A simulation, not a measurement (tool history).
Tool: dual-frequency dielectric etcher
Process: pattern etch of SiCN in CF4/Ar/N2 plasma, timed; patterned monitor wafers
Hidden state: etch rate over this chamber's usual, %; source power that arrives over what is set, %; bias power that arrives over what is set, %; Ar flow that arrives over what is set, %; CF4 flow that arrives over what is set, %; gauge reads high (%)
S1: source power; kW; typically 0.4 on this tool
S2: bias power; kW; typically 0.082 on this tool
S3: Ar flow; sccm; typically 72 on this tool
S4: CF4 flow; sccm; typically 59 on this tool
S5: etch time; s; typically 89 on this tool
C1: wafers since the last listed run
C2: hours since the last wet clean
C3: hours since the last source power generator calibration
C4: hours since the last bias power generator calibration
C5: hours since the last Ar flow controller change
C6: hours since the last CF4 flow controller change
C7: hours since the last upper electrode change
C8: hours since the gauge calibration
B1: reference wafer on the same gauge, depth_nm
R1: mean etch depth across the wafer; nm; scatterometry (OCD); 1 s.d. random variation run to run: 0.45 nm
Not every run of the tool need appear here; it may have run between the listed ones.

run    day    S1     S2  S3  S4     S5   C1     C2      C3      C4      C5      C6      C7     C8    B1    R1
  1      0   0.4  0.082  72  59     89    0  366.9  3924.4  4017.7  4290.4  2345.7  2346.3   47.8    68  80.7
  2  0.442   0.4  0.082  72  59     89   76  377.5    3935  4028.3    4301  2356.3  2356.9   58.4  67.9  81.9
  3  1.067   0.4  0.082  84  59     89  108  392.5    3950  4043.3    4316  2371.3  2371.9   73.4    68  79.6
  4  1.762   0.4  0.068  72  52     89  121  409.2  3966.7    4060  4332.7    2388  2388.6   90.1  67.9  74.2
  5   2.15   0.4  0.068  72  52     89   67  418.5    3976  4069.3    4342  2397.3  2397.9   99.4    68  75.3
     3.617  -- wet clean of the chamber
     3.771  -- Ar flow controller replaced
  6  3.792   0.4  0.068  72  52     89   84    4.2  4015.4  4108.7     0.5  2436.7  2437.3  138.8  68.1  70.3
  7  3.808   0.4  0.082  72  59   81.5    2    4.6  4015.8  4109.1     0.9  2437.1  2437.7  139.2  68.1  70.5
  8  3.821  0.46  0.082  72  59     89    2    4.9  4016.1  4109.4     1.2  2437.4    2438  139.5  68.1  89.3
     4.025  -- source power generator calibrated
  9  4.208   0.4  0.082  72  67     89   38   14.2     4.4  4118.7    10.5  2446.7  2447.3  148.8    68  80.5
     4.704  -- CF4 flow controller replaced
     5.629  -- upper electrode replaced
     5.721  -- bias power generator calibrated
 10  5.742   0.4  0.073  72  59     89   46     51    41.2     0.5    47.3    24.9     2.7  185.6  68.1  75.4
 11  5.758  0.37  0.101  72  59     89    2   51.4    41.6     0.9    47.7    25.3     3.1    186    68  76.5
 12  5.771  0.32  0.071  82  59   77.5    2   51.7    41.9     1.2      48    25.6     3.4  186.3  68.1    50
 13    6.1   0.4  0.082  72  69     89   57   59.6    49.8     9.1    55.9    33.5    11.3  194.2    68  80.4
 14  6.483  0.43  0.082  87  59     89   66   68.8      59    18.3    65.1    42.7    20.5  203.4    68  82.5
      6.85  -- gauge calibrated
 15  6.933   0.4  0.082  72  69     89   78   79.6    69.8    29.1    75.9    53.5    31.3      2  68.1  81.3
 16  7.642  0.43  0.101  72  59     89  123   96.6    86.8    46.1    92.9    70.5    48.3     19    68  90.5
 17  8.062  0.48  0.091  57  59   75.5   73  106.7    96.9    56.2     103    80.6    58.4   29.1    68    85
 18  8.417  0.32  0.071  82  59   77.5   61  115.2   105.4    64.7   111.5    89.1    66.9   37.6    68  50.6
 19  9.012   0.3  0.082  87  68     89  103  129.5   119.7      79   125.8   103.4    81.2   51.9    68    58
 20    9.3  0.36  0.082  80  59  112.5   50  136.4   126.6    85.9   132.7   110.3    88.1   58.8    68  88.4

Difference, measured minus no-hidden-state, one row per run. Run-to-run variation is common to both terms; the gauge's own scatter need not be:
run    R1
  1  +3.8
  2    +4
  3    +4
  4  +3.8
  5    +4
  6  -0.1
  7  -0.1
  8  -0.1
  9    +0
 10  +0.3
 11  +0.4
 12  +0.3
 13  +0.5
 14  +0.6
 15  +0.7
 16    +1
 17    +1
 18  +0.7
 19  +0.8
 20  +1.4

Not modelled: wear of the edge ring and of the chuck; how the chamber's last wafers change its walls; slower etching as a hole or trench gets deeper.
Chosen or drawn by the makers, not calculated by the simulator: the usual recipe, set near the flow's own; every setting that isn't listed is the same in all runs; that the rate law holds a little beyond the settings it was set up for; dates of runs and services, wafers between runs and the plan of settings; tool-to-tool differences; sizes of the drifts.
